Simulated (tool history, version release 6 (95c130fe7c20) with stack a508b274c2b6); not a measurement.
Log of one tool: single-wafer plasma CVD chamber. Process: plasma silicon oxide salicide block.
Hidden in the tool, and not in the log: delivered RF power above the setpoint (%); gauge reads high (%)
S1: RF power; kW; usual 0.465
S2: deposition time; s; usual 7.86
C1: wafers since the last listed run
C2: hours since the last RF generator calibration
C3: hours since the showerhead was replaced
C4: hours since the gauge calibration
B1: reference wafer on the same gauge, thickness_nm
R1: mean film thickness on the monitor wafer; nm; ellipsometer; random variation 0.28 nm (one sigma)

| run | hour | S1 | S2 | C1 | C2 | C3 | C4 | B1 | R1 |
|---|---|---|---|---|---|---|---|---|---|
| 1 | 0.0 | 0.465 | 7.86 | 0 | 1500.9 | 4777.7 | 1153.7 | 64.472 | 73.709 |
| 2 | 46.2 | 0.465 | 7.86 | 1802 | 1547.1 | 4823.9 | 1199.9 | 64.516 | 73.769 |
| 3 | 144.8 | 0.465 | 7.86 | 3847 | 1645.7 | 4922.5 | 1298.5 | 64.513 | 72.809 |
| 4 | 219.5 | 0.465 | 7.86 | 2915 | 1720.4 | 4997.2 | 1373.2 | 64.493 | 73.495 |
| 5 | 312.7 | 0.465 | 7.86 | 3637 | 1813.6 | 5090.4 | 1466.4 | 64.506 | 72.902 |
|  | 325.5 | RF generator calibrated |
| 6 | 406.6 | 0.465 | 7.86 | 3352 | 81.1 | 5184.3 | 1560.3 | 64.507 | 74.947 |
| 7 | 700.1 | 0.465 | 7.86 | 11453 | 374.6 | 5477.8 | 1853.8 | 64.474 | 74.528 |
| 8 | 771.9 | 0.465 | 7.86 | 2801 | 446.4 | 5549.6 | 1925.6 | 64.491 | 74.549 |
| 9 | 828.1 | 0.465 | 7.86 | 2193 | 502.6 | 5605.8 | 1981.8 | 64.531 | 74.424 |
|  | 867.5 | gauge calibrated |
| 10 | 1023.2 | 0.465 | 7.86 | 7613 | 697.7 | 5800.9 | 155.7 | 64.511 | 74.364 |
|  | 1099.1 | showerhead replaced |
| 11 | 1211.7 | 0.465 | 7.86 | 7043 | 886.2 | 112.6 | 344.2 | 64.504 | 74.322 |
| 12 | 1314.2 | 0.465 | 7.86 | 4000 | 988.7 | 215.1 | 446.7 | 64.527 | 75.054 |
| 13 | 1363.5 | 0.465 | 7.86 | 1923 | 1038.0 | 264.4 | 496.0 | 64.500 | 74.665 |
| 14 | 1458.3 | 0.465 | 7.86 | 3699 | 1132.8 | 359.2 | 590.8 | 64.497 | 74.573 |
| 15 | 1547.3 | 0.535 | 7.86 | 3473 | 1221.8 | 448.2 | 679.8 | 64.515 | 77.095 |
| 16 | 1587.7 | 0.515 | 8.77 | 1576 | 1262.2 | 488.6 | 720.2 | 64.537 | 84.793 |
| 17 | 1673.5 | 0.515 | 8.77 | 3348 | 1348.0 | 574.4 | 806.0 | 64.466 | 84.435 |
| 18 | 1739.0 | 0.465 | 7.86 | 2556 | 1413.5 | 639.9 | 871.5 | 64.526 | 74.008 |
| 19 | 1808.6 | 0.465 | 7.86 | 2716 | 1483.1 | 709.5 | 941.1 | 64.549 | 73.594 |
| 20 | 1862.6 | 0.465 | 7.86 | 2107 | 1537.1 | 763.5 | 995.1 | 64.506 | 73.902 |
| 21 | 1967.3 | 0.465 | 7.86 | 4085 | 1641.8 | 868.2 | 1099.8 | 64.490 | 73.325 |
| 22 | 2023.5 | 0.380 | 8.43 | 2193 | 1698.0 | 924.4 | 1156.0 | 64.535 | 74.409 |
|  | 2101.5 | RF generator calibrated |
| 23 | 2226.0 | 0.395 | 8.59 | 7590 | 124.5 | 1126.9 | 1358.5 | 64.517 | 78.778 |
| 24 | 2288.0 | 0.490 | 7.31 | 2419 | 186.5 | 1188.9 | 1420.5 | 64.452 | 70.297 |
| 25 | 2391.2 | 0.465 | 8.73 | 4027 | 289.7 | 1292.1 | 1523.7 | 64.480 | 83.268 |
| 26 | 2454.4 | 0.420 | 7.86 | 2466 | 352.9 | 1355.3 | 1586.9 | 64.501 | 73.096 |
| 27 | 2588.4 | 0.465 | 6.51 | 5229 | 486.9 | 1489.3 | 1720.9 | 64.504 | 62.304 |
| 28 | 2669.1 | 0.465 | 7.86 | 3149 | 567.6 | 1570.0 | 1801.6 | 64.474 | 74.716 |
| 29 | 2729.2 | 0.465 | 7.86 | 2345 | 627.7 | 1630.1 | 1861.7 | 64.521 | 75.001 |
| 30 | 2767.4 | 0.465 | 7.86 | 1490 | 665.9 | 1668.3 | 1899.9 | 64.515 | 74.754 |
| 31 | 2824.1 | 0.465 | 6.40 | 2212 | 722.6 | 1725.0 | 1956.6 | 64.498 | 61.066 |
| 32 | 2868.1 | 0.405 | 9.20 | 1717 | 766.6 | 1769.0 | 2000.6 | 64.503 | 84.233 |
| 33 | 2958.9 | 0.515 | 8.41 | 3543 | 857.4 | 1859.8 | 2091.4 | 64.496 | 81.480 |
|  | 2980.5 | gauge calibrated |
| 34 | 3036.1 | 0.465 | 7.86 | 3012 | 934.6 | 1937.0 | 55.6 | 64.483 | 74.424 |
| 35 | 3093.3 | 0.465 | 8.93 | 2232 | 991.8 | 1994.2 | 112.8 | 64.560 | 84.674 |
| 36 | 3375.6 | 0.510 | 7.86 | 11016 | 1274.1 | 2276.5 | 395.1 | 64.524 | 76.033 |
| 37 | 3467.4 | 0.405 | 7.41 | 3582 | 1365.9 | 2368.3 | 486.9 | 64.499 | 67.929 |
| 38 | 3558.4 | 0.515 | 8.41 | 3551 | 1456.9 | 2459.3 | 577.9 | 64.549 | 81.197 |
|  | 3568.8 | RF generator calibrated |
| 39 | 3601.3 | 0.505 | 7.86 | 1361 | 32.5 | 2502.2 | 620.8 | 64.501 | 75.818 |
| 40 | 3649.4 | 0.440 | 6.65 | 1877 | 80.6 | 2550.3 | 668.9 | 64.466 | 62.220 |
| 41 | 3709.0 | 0.465 | 7.86 | 2325 | 140.2 | 2609.9 | 728.5 | 64.512 | 74.551 |
| 42 | 3793.9 | 0.465 | 7.86 | 3313 | 225.1 | 2694.8 | 813.4 | 64.547 | 75.173 |
| 43 | 3872.4 | 0.465 | 7.86 | 3063 | 303.6 | 2773.3 | 891.9 | 64.465 | 74.890 |
| 44 | 3936.4 | 0.465 | 7.86 | 2497 | 367.6 | 2837.3 | 955.9 | 64.488 | 74.149 |
| 45 | 4034.7 | 0.465 | 7.86 | 3836 | 465.9 | 2935.6 | 1054.2 | 64.493 | 74.909 |

Forecast each of these 3 alternatives for the next run:
| A | 4035.1 | 0.490 | 7.86 | 15 | 466.3 | 2936.0 | 1054.6 | ? | ? |
| B | 4035.1 | 0.490 | 6.99 | 15 | 466.3 | 2936.0 | 1054.6 | ? | ? |
| C | 4035.1 | 0.385 | 7.46 | 15 | 466.3 | 2936.0 | 1054.6 | ? | ? |

| run | B1 | R1 |
|---|---|---|
| A | 64.502 | 75.059 |
| B | 64.502 | 66.751 |
| C | 64.502 | 67.250 |
Without the tool's hidden state the same runs would have given:
| run | R1 |
|---|---|
| A | 75.348 |
| B | 67.008 |
| C | 67.509 |

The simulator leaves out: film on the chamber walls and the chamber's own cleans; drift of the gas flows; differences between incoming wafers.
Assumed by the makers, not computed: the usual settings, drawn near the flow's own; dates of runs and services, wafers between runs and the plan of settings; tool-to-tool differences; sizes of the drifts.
